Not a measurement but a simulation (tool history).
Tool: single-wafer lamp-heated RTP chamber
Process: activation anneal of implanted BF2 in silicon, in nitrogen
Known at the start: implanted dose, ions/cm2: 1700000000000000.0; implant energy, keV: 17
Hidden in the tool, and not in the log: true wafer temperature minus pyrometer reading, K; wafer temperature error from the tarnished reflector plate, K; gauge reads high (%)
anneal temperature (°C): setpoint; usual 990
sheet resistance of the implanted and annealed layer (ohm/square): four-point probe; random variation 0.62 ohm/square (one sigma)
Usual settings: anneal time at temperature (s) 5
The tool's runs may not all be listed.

run	hour	anneal temperature (°C)	anneal time at temperature (s)	wafers since the last listed run	wafers since the last pyrometer calibration	wafers since the reflector plate was cleaned	hours since the gauge calibration	read-back reference wafer on the same gauge, sheet resistance	sheet resistance of the implanted and annealed layer (ohm/square)
1	0	990	5	0	1730	6440	303.8	295.03	248.75
2	14.9	990	6	278	2008	6718	318.7	295.13	245.07
3	23.6	990	6	162	2171	6881	327.4	294.97	244.42
4	29.9	990	6	117	2288	6998	333.7	294.86	244.13
5	41.3	990	5	212	2501	7211	345.1	294.75	248.56
# hour 50.3: pyrometer window cleaned and pyrometer calibrated
6	58.9	990	5	179	160	7390	362.7	294.66	250.13
7	68.2	990	5	173	334	7564	372	294.98	248.3
8	74.9	990	5	125	459	7689	378.7	295.16	248.63
9	84.3	990	5	175	634	7865	388.1	295.06	248.47
10	91.8	990	5	140	775	8005	395.6	295.22	248.4
11	101.6	990	5	183	958	8188	405.4	294.91	246.92
12	108.1	990	5	121	1079	8310	411.9	295.03	247.53
13	123.2	998	5	282	1361	8592	427	295.06	235.92
# hour 136.2: gauge calibrated
14	137.2	990	5	261	1623	8853	1	294.99	247.17
15	153.3	990	5	300	1923	9154	17.1	295.01	246.58
# hour 169.6: pyrometer window cleaned and pyrometer calibrated
16	170.1	990	3	164	9	9318	33.9	294.99	257.84
17	172.8	974	5	50	59	9369	36.6	295.14	272.75
18	180.5	1013	3	143	203	9513	44.3	294.91	227.03
# hour 198.2: reflector plate cleaned
19	198.7	1015	4	190	393	8	62.5	294.95	221.77
20	212.8	1003	3	263	657	272	76.6	294.61	242.67
21	221.4	1006	4	160	818	432	85.2	295.22	235.28
22	237.5	990	7	300	1118	733	101.3	295.06	246.09
23	253.8	990	5	304	1423	1038	117.6	295.27	252.14
24	263	990	5	171	1595	1209	126.8	294.92	252.83
25	276.5	979	3	252	1847	1462	140.3	294.83	276.17
26	287.5	990	4	205	2052	1667	151.3	295.01	256.41
27	304.6	990	8	319	2372	1986	168.4	295.28	240.43
# hour 324.7: pyrometer window cleaned and pyrometer calibrated
28	325.2	1003	7	235	9	2222	189	294.83	224.04
29	331.6	1003	3	119	128	2341	195.4	294.78	243.36
30	347.6	990	5	298	427	2640	211.4	295.46	250.93
31	356.5	962	6	166	593	2807	220.3	295.12	292.98
32	373.3	990	5	313	907	3120	237.1	295.11	250.38
33	384.9	965	7	216	1124	3337	248.7	294.76	285.75
34	394.3	978	5	175	1299	3513	258.1	294.71	270.1
35	404.6	1013	3	192	1492	3705	268.4	295.07	230.34
36	412.5	969	5	147	1639	3853	276.3	295.17	283.89

5 ways to go on from here, each from the tool as it stands after run 36. What would each give?
A	412.9	990	5	7	1647	3860	276.7	?	?
B	412.9	982	3	7	1647	3860	276.7	?	?
C	412.9	963	5	7	1647	3860	276.7	?	?
D	412.9	962	4	7	1647	3860	276.7	?	?
E	412.9	1001	3	7	1647	3860	276.7	?	?

run	read-back reference wafer on the same gauge, sheet resistance	sheet resistance of the implanted and annealed layer (ohm/square)
A	295.13	251.07
B	295.13	270.97
C	295.13	294.7
D	295.13	299.06
E	295.13	245.04
Without the tool's hidden state the same runs would have given:
run	sheet resistance of the implanted and annealed layer (ohm/square)
A	253.97
B	273.77
C	298.06
D	302.34
E	247.55
